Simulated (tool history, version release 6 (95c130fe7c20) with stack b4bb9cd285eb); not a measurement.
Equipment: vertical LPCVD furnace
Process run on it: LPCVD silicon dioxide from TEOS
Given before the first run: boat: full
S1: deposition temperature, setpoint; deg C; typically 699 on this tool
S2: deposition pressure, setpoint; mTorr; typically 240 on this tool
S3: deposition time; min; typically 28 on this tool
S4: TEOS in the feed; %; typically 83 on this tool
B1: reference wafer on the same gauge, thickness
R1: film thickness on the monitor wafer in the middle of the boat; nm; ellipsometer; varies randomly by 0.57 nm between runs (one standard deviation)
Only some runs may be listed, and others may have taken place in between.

run 1 hour=0 | S1=699 S2=240 S3=28 S4=83 | B1=149.03 | R1=197.57
run 2 hour=14.7 | S1=690 S2=240 S3=28 S4=83 | B1=149.08 | R1=160.54
run 3 hour=30.5 | S1=690 S2=240 S3=28 S4=83 | B1=149.06 | R1=160.1
run 4 hour=49.3 | S1=690 S2=240 S3=28 S4=83 | B1=149.04 | R1=159.61
run 5 hour=67.5 | S1=699 S2=265 S3=28 S4=83 | B1=148.96 | R1=209.17
run 6 hour=80.2 | S1=699 S2=240 S3=28 S4=83 | B1=148.83 | R1=198.14
run 7 hour=94.4 | S1=699 S2=240 S3=28 S4=83 | B1=149.06 | R1=198.97
-- hour=147.1 pressure gauge zeroed
run 8 hour=147.6 | S1=699 S2=205 S3=28 S4=83 | B1=149.08 | R1=184.35
run 9 hour=163.1 | S1=699 S2=240 S3=28 S4=83 | B1=148.98 | R1=199.77
-- hour=172.4 gauge calibrated
run 10 hour=173.9 | S1=699 S2=240 S3=28 S4=91 | B1=148.95 | R1=208.43
run 11 hour=187.1 | S1=703 S2=240 S3=33.5 S4=67 | B1=149.07 | R1=235.43
-- hour=221.8 TEOS flow controller replaced
-- hour=264.2 thermocouples replaced and temperature profile calibrated
run 12 hour=264.7 | S1=699 S2=240 S3=28 S4=83 | B1=149 | R1=187.81
run 13 hour=305.6 | S1=699 S2=240 S3=37.5 S4=83 | B1=149.01 | R1=250.5
run 14 hour=322.4 | S1=704 S2=240 S3=28 S4=83 | B1=149.02 | R1=211.21
run 15 hour=334.6 | S1=690 S2=225 S3=38.5 S4=83 | B1=148.99 | R1=201.77

Below are 3 alternative next runs, each starting from the tool's condition after run 15. Predict each:
run A hour=339.6 | S1=699 S2=240 S3=28 S4=83 | B1=? | R1=?
run B hour=339.6 | S1=693 S2=240 S3=28 S4=83 | B1=? | R1=?
run C hour=339.6 | S1=699 S2=240 S3=28 S4=78 | B1=? | R1=?

run=A B1=149.04 R1=187.56
run=B B1=149.04 R1=162.95
run=C B1=149.04 R1=181.83
Without the tool's unlogged condition, the same runs would have read:
run=A R1=186.62
run=B R1=162.12
run=C R1=180.91
